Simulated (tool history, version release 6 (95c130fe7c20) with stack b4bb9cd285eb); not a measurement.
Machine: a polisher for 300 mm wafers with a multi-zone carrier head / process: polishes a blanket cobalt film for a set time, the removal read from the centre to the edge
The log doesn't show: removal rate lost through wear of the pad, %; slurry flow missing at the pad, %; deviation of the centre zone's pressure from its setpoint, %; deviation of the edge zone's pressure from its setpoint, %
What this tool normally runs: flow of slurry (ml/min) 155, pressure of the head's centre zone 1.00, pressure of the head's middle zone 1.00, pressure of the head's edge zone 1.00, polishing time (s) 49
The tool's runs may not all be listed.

| run | hour | flow of slurry (ml/min) | pressure of the head's centre zone | pressure of the head's middle zone | pressure of the head's edge zone | polishing time (s) | wafers since the last listed run | wafers polished on this pad | hours since the slurry nozzle was cleaned | hours since the centre zone pressure was calibrated | hours since the edge zone pressure was calibrated | hours since the carrier head's membrane was replaced | incoming thickness of the incoming film, nm | film removed at the wafer's centre (angstrom) | film removed at mid-radius (angstrom) | film removed at the wafer's edge (angstrom) |
|---|---|---|---|---|---|---|---|---|---|---|---|---|---|---|---|---|
| 1 | 0.0 | 155 | 1.00 | 1.00 | 1.00 | 49 | 0 | 458 | 647.1 | 287.7 | 1026.9 | 1414.3 | 1387.0 | 1344 | 1404 | 1433 |
| 2 | 7.9 | 155 | 1.00 | 1.07 | 1.00 | 49 | 52 | 511 | 655.0 | 295.6 | 1034.8 | 1422.2 | 1388.5 | 1360 | 1458 | 1435 |
| 3 | 20.7 | 155 | 1.00 | 1.00 | 1.00 | 49 | 85 | 597 | 667.8 | 308.4 | 1047.6 | 1435.0 | 1391.3 | 1361 | 1356 | 1391 |
| 4 | 37.4 | 155 | 1.00 | 1.00 | 1.00 | 49 | 111 | 709 | 684.5 | 325.1 | 1064.3 | 1451.7 | 1377.2 | 1350 | 1363 | 1427 |
| 5 | 47.4 | 155 | 1.00 | 1.00 | 1.00 | 49 | 67 | 776 | 694.5 | 335.1 | 1074.3 | 1461.7 | 1411.2 | 1359 | 1348 | 1410 |
| 6 | 57.7 | 180 | 1.00 | 1.00 | 1.00 | 49 | 69 | 845 | 704.8 | 345.4 | 1084.6 | 1472.0 | 1385.7 | 1395 | 1404 | 1452 |
|  | 69.5 | worn pad replaced by a new one |
| 7 | 72.6 | 180 | 1.00 | 1.00 | 1.00 | 49 | 73 | 20 | 719.7 | 360.3 | 1099.5 | 1486.9 | 1398.5 | 1379 | 1405 | 1418 |
|  | 80.9 | centre zone pressure recalibrated |
| 8 | 90.3 | 155 | 1.00 | 1.00 | 1.07 | 49 | 105 | 126 | 737.4 | 9.4 | 1117.2 | 1504.6 | 1371.8 | 1316 | 1362 | 1444 |
| 9 | 100.1 | 155 | 1.00 | 1.00 | 1.00 | 49 | 65 | 191 | 747.2 | 19.2 | 1127.0 | 1514.4 | 1406.6 | 1319 | 1336 | 1408 |
|  | 112.8 | edge zone pressure recalibrated |
|  | 114.5 | slurry nozzle cleaned |
| 10 | 116.1 | 155 | 1.00 | 1.00 | 1.00 | 49 | 87 | 278 | 1.6 | 35.2 | 3.3 | 1530.4 | 1392.5 | 1464 | 1447 | 1465 |
| 11 | 122.8 | 115 | 1.00 | 1.06 | 1.05 | 54 | 44 | 323 | 8.3 | 41.9 | 10.0 | 1537.1 | 1397.0 | 1491 | 1569 | 1594 |
| 12 | 129.7 | 115 | 1.00 | 0.94 | 1.00 | 49 | 46 | 370 | 15.2 | 48.8 | 16.9 | 1544.0 | 1399.2 | 1329 | 1313 | 1404 |
| 13 | 143.1 | 105 | 1.08 | 1.00 | 1.00 | 49 | 89 | 459 | 28.6 | 62.2 | 30.3 | 1557.4 | 1389.5 | 1426 | 1330 | 1401 |
| 14 | 150.6 | 155 | 0.89 | 1.00 | 1.00 | 49 | 50 | 510 | 36.1 | 69.7 | 37.8 | 1564.9 | 1392.4 | 1293 | 1451 | 1478 |
|  | 162.1 | carrier head's membrane replaced by a new one |
| 15 | 162.6 | 155 | 0.93 | 1.05 | 1.09 | 38 | 46 | 557 | 48.1 | 81.7 | 49.8 | 0.5 | 1392.4 | 1033 | 1164 | 1202 |
| 16 | 167.5 | 155 | 1.09 | 0.93 | 1.06 | 54 | 32 | 590 | 53.0 | 86.6 | 54.7 | 5.4 | 1396.4 | 1738 | 1510 | 1685 |
| 17 | 184.3 | 155 | 1.00 | 1.00 | 1.00 | 57 | 112 | 702 | 69.8 | 103.4 | 71.5 | 22.2 | 1365.0 | 1673 | 1720 | 1726 |

Run 18 is up next; what results do you expect?
| 18 | 196.9 | 195 | 1.04 | 1.00 | 1.07 | 49 | 84 | 787 | 82.4 | 116.0 | 84.1 | 34.8 | 1395.5 | ? | ? | ? |

{"run 18": {"film removed at the wafer's centre (angstrom)": 1581, "film removed at mid-radius (angstrom)": 1526, "film removed at the wafer's edge (angstrom)": 1587}}
With no hidden state in the tool, this same run would have given film removed at the wafer's centre (angstrom) 1592, film removed at mid-radius (angstrom) 1536, film removed at the wafer's edge (angstrom) 1594.
